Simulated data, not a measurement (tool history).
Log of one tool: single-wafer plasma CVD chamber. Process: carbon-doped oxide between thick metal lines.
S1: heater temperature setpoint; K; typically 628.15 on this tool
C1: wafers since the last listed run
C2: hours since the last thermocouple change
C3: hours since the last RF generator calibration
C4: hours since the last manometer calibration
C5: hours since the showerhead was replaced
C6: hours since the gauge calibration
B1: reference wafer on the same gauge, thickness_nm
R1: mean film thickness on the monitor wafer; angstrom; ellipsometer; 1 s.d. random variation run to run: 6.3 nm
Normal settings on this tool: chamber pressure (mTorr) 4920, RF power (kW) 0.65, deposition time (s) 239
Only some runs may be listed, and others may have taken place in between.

{"run": 1, "hour": 0.0, "S1": 628.15, "chamber pressure (mTorr)": 4550, "RF power (kW)": 0.65, "deposition time (s)": 239, "C1": 0, "C2": 1006.4, "C3": 2120.8, "C4": 2315.3, "C5": 2256.8, "C6": 1897.6, "B1": 1451.485, "R1": 14221.22}
{"hour": 34.3, "done": "RF generator calibrated"}
{"run": 2, "hour": 34.8, "S1": 628.15, "chamber pressure (mTorr)": 4550, "RF power (kW)": 0.65, "deposition time (s)": 239, "C1": 226, "C2": 1041.2, "C3": 0.5, "C4": 2350.1, "C5": 2291.6, "C6": 1932.4, "B1": 1449.971, "R1": 14198.97}
{"run": 3, "hour": 79.6, "S1": 620.15, "chamber pressure (mTorr)": 4920, "RF power (kW)": 0.65, "deposition time (s)": 239, "C1": 378, "C2": 1086, "C3": 45.3, "C4": 2394.9, "C5": 2336.4, "C6": 1977.2, "B1": 1451.789, "R1": 14777.01}
{"run": 4, "hour": 121.0, "S1": 620.15, "chamber pressure (mTorr)": 4920, "RF power (kW)": 0.65, "deposition time (s)": 239, "C1": 349, "C2": 1127.4, "C3": 86.7, "C4": 2436.3, "C5": 2377.8, "C6": 2018.6, "B1": 1452.223, "R1": 14853.83}
{"run": 5, "hour": 162.1, "S1": 620.15, "chamber pressure (mTorr)": 4920, "RF power (kW)": 0.65, "deposition time (s)": 239, "C1": 346, "C2": 1168.5, "C3": 127.8, "C4": 2477.4, "C5": 2418.9, "C6": 2059.7, "B1": 1449.115, "R1": 14751.89}
{"run": 6, "hour": 225.4, "S1": 628.15, "chamber pressure (mTorr)": 4920, "RF power (kW)": 0.65, "deposition time (s)": 239, "C1": 534, "C2": 1231.8, "C3": 191.1, "C4": 2540.7, "C5": 2482.2, "C6": 2123, "B1": 1450.487, "R1": 14399.85}
{"run": 7, "hour": 278.8, "S1": 628.15, "chamber pressure (mTorr)": 3780, "RF power (kW)": 0.76, "deposition time (s)": 214, "C1": 450, "C2": 1285.2, "C3": 244.5, "C4": 2594.1, "C5": 2535.6, "C6": 2176.4, "B1": 1450.207, "R1": 13169.97}
{"run": 8, "hour": 342.0, "S1": 613.15, "chamber pressure (mTorr)": 4920, "RF power (kW)": 0.65, "deposition time (s)": 239, "C1": 533, "C2": 1348.4, "C3": 307.7, "C4": 2657.3, "C5": 2598.8, "C6": 2239.6, "B1": 1451.113, "R1": 14940.28}
{"run": 9, "hour": 407.4, "S1": 628.15, "chamber pressure (mTorr)": 4920, "RF power (kW)": 0.65, "deposition time (s)": 239, "C1": 552, "C2": 1413.8, "C3": 373.1, "C4": 2722.7, "C5": 2664.2, "C6": 2305, "B1": 1449.535, "R1": 14471.99}
{"hour": 461.0, "done": "gauge calibrated"}
{"run": 10, "hour": 478.4, "S1": 628.15, "chamber pressure (mTorr)": 4920, "RF power (kW)": 0.65, "deposition time (s)": 239, "C1": 599, "C2": 1484.8, "C3": 444.1, "C4": 2793.7, "C5": 2735.2, "C6": 17.4, "B1": 1450.54, "R1": 14428.76}
{"run": 11, "hour": 540.9, "S1": 628.15, "chamber pressure (mTorr)": 5630, "RF power (kW)": 0.65, "deposition time (s)": 239, "C1": 527, "C2": 1547.3, "C3": 506.6, "C4": 2856.2, "C5": 2797.7, "C6": 79.9, "B1": 1450.836, "R1": 14966.42}
{"run": 12, "hour": 575.7, "S1": 635.15, "chamber pressure (mTorr)": 4520, "RF power (kW)": 0.65, "deposition time (s)": 239, "C1": 293, "C2": 1582.1, "C3": 541.4, "C4": 2891, "C5": 2832.5, "C6": 114.7, "B1": 1450.061, "R1": 13984.65}
{"hour": 603.4, "done": "thermocouple changed; heater temperature recalibrated"}
{"hour": 616.4, "done": "showerhead replaced, of another model than before"}
{"run": 13, "hour": 629.6, "S1": 628.15, "chamber pressure (mTorr)": 4920, "RF power (kW)": 0.53, "deposition time (s)": 268, "C1": 319, "C2": 26.2, "C3": 595.3, "C4": 2944.9, "C5": 13.2, "C6": 168.6, "B1": 1450.979, "R1": 14883.69}
{"run": 14, "hour": 675.5, "S1": 624.15, "chamber pressure (mTorr)": 4920, "RF power (kW)": 0.65, "deposition time (s)": 239, "C1": 387, "C2": 72.1, "C3": 641.2, "C4": 2990.8, "C5": 59.1, "C6": 214.5, "B1": 1452.096, "R1": 14541.35}
{"run": 15, "hour": 704.3, "S1": 635.15, "chamber pressure (mTorr)": 4920, "RF power (kW)": 0.65, "deposition time (s)": 267, "C1": 243, "C2": 100.9, "C3": 670, "C4": 3019.6, "C5": 87.9, "C6": 243.3, "B1": 1449.04, "R1": 15849.12}
{"hour": 731.4, "done": "capacitance manometer re-zeroed and calibrated"}
{"run": 16, "hour": 769.7, "S1": 621.15, "chamber pressure (mTorr)": 5740, "RF power (kW)": 0.76, "deposition time (s)": 268, "C1": 484, "C2": 166.3, "C3": 735.4, "C4": 38.3, "C5": 153.3, "C6": 308.7, "B1": 1450.038, "R1": 18472.15}
{"run": 17, "hour": 806.9, "S1": 628.15, "chamber pressure (mTorr)": 3750, "RF power (kW)": 0.65, "deposition time (s)": 263, "C1": 314, "C2": 203.5, "C3": 772.6, "C4": 75.5, "C5": 190.5, "C6": 345.9, "B1": 1447.529, "R1": 14826.65}
{"run": 18, "hour": 875.1, "S1": 615.15, "chamber pressure (mTorr)": 5890, "RF power (kW)": 0.52, "deposition time (s)": 254, "C1": 575, "C2": 271.7, "C3": 840.8, "C4": 143.7, "C5": 258.7, "C6": 414.1, "B1": 1449.982, "R1": 15634.73}
{"run": 19, "hour": 943.8, "S1": 640.15, "chamber pressure (mTorr)": 4150, "RF power (kW)": 0.71, "deposition time (s)": 278, "C1": 579, "C2": 340.4, "C3": 909.5, "C4": 212.4, "C5": 327.4, "C6": 482.8, "B1": 1450.559, "R1": 16094.72}
{"run": 20, "hour": 976.3, "S1": 618.15, "chamber pressure (mTorr)": 4920, "RF power (kW)": 0.65, "deposition time (s)": 266, "C1": 274, "C2": 372.9, "C3": 942, "C4": 244.9, "C5": 359.9, "C6": 515.3, "B1": 1450.544, "R1": 16683.73}
{"run": 21, "hour": 1017.2, "S1": 628.15, "chamber pressure (mTorr)": 4920, "RF power (kW)": 0.65, "deposition time (s)": 239, "C1": 345, "C2": 413.8, "C3": 982.9, "C4": 285.8, "C5": 400.8, "C6": 556.2, "B1": 1449.593, "R1": 14689.02}
{"run": 22, "hour": 1048.0, "S1": 615.15, "chamber pressure (mTorr)": 5890, "RF power (kW)": 0.52, "deposition time (s)": 254, "C1": 260, "C2": 444.6, "C3": 1013.7, "C4": 316.6, "C5": 431.6, "C6": 587, "B1": 1447.768, "R1": 15522.8}
{"run": 23, "hour": 1090.2, "S1": 635.15, "chamber pressure (mTorr)": 4080, "RF power (kW)": 0.57, "deposition time (s)": 201, "C1": 356, "C2": 486.8, "C3": 1055.9, "C4": 358.8, "C5": 473.8, "C6": 629.2, "B1": 1451.044, "R1": 10833.13}
{"run": 24, "hour": 1142.9, "S1": 628.15, "chamber pressure (mTorr)": 5290, "RF power (kW)": 0.65, "deposition time (s)": 268, "C1": 444, "C2": 539.5, "C3": 1108.6, "C4": 411.5, "C5": 526.5, "C6": 681.9, "B1": 1451.093, "R1": 16818.77}
{"run": 25, "hour": 1178.3, "S1": 628.15, "chamber pressure (mTorr)": 4920, "RF power (kW)": 0.65, "deposition time (s)": 239, "C1": 298, "C2": 574.9, "C3": 1144, "C4": 446.9, "C5": 561.9, "C6": 717.3, "B1": 1450.092, "R1": 14617.62}
{"run": 26, "hour": 1237.0, "S1": 628.15, "chamber pressure (mTorr)": 4920, "RF power (kW)": 0.65, "deposition time (s)": 205, "C1": 495, "C2": 633.6, "C3": 1202.7, "C4": 505.6, "C5": 620.6, "C6": 776, "B1": 1450.746, "R1": 12561.22}
{"run": 27, "hour": 1303.8, "S1": 628.15, "chamber pressure (mTorr)": 4920, "RF power (kW)": 0.65, "deposition time (s)": 239, "C1": 563, "C2": 700.4, "C3": 1269.5, "C4": 572.4, "C5": 687.4, "C6": 842.8, "B1": 1449.628, "R1": 14468.82}
{"run": 28, "hour": 1337.2, "S1": 619.15, "chamber pressure (mTorr)": 4920, "RF power (kW)": 0.65, "deposition time (s)": 239, "C1": 281, "C2": 733.8, "C3": 1302.9, "C4": 605.8, "C5": 720.8, "C6": 876.2, "B1": 1449.551, "R1": 15026.06}

4 ways to go on from here, each from the tool as it stands after run 28. What would each give?
{"run": "A", "hour": 1337.7, "S1": 628.15, "chamber pressure (mTorr)": 4920, "RF power (kW)": 0.65, "deposition time (s)": 239, "C1": 4, "C2": 734.3, "C3": 1303.4, "C4": 606.3, "C5": 721.3, "C6": 876.7, "B1": "?", "R1": "?"}
{"run": "B", "hour": 1337.7, "S1": 642.15, "chamber pressure (mTorr)": 4920, "RF power (kW)": 0.54, "deposition time (s)": 267, "C1": 4, "C2": 734.3, "C3": 1303.4, "C4": 606.3, "C5": 721.3, "C6": 876.7, "B1": "?", "R1": "?"}
{"run": "C", "hour": 1337.7, "S1": 628.15, "chamber pressure (mTorr)": 4920, "RF power (kW)": 0.65, "deposition time (s)": 286, "C1": 4, "C2": 734.3, "C3": 1303.4, "C4": 606.3, "C5": 721.3, "C6": 876.7, "B1": "?", "R1": "?"}
{"run": "D", "hour": 1337.7, "S1": 638.15, "chamber pressure (mTorr)": 4200, "RF power (kW)": 0.58, "deposition time (s)": 208, "C1": 4, "C2": 734.3, "C3": 1303.4, "C4": 606.3, "C5": 721.3, "C6": 876.7, "B1": "?", "R1": "?"}

run=A B1=1450.557 R1=14651.86
run=B B1=1450.557 R1=14842.43
run=C B1=1450.557 R1=17526.68
run=D B1=1450.557 R1=11334.77
What these runs would have given with no unlogged condition in the tool:
run=A R1=14805.27
run=B R1=14997.83
run=C R1=17710.18
run=D R1=11420.67
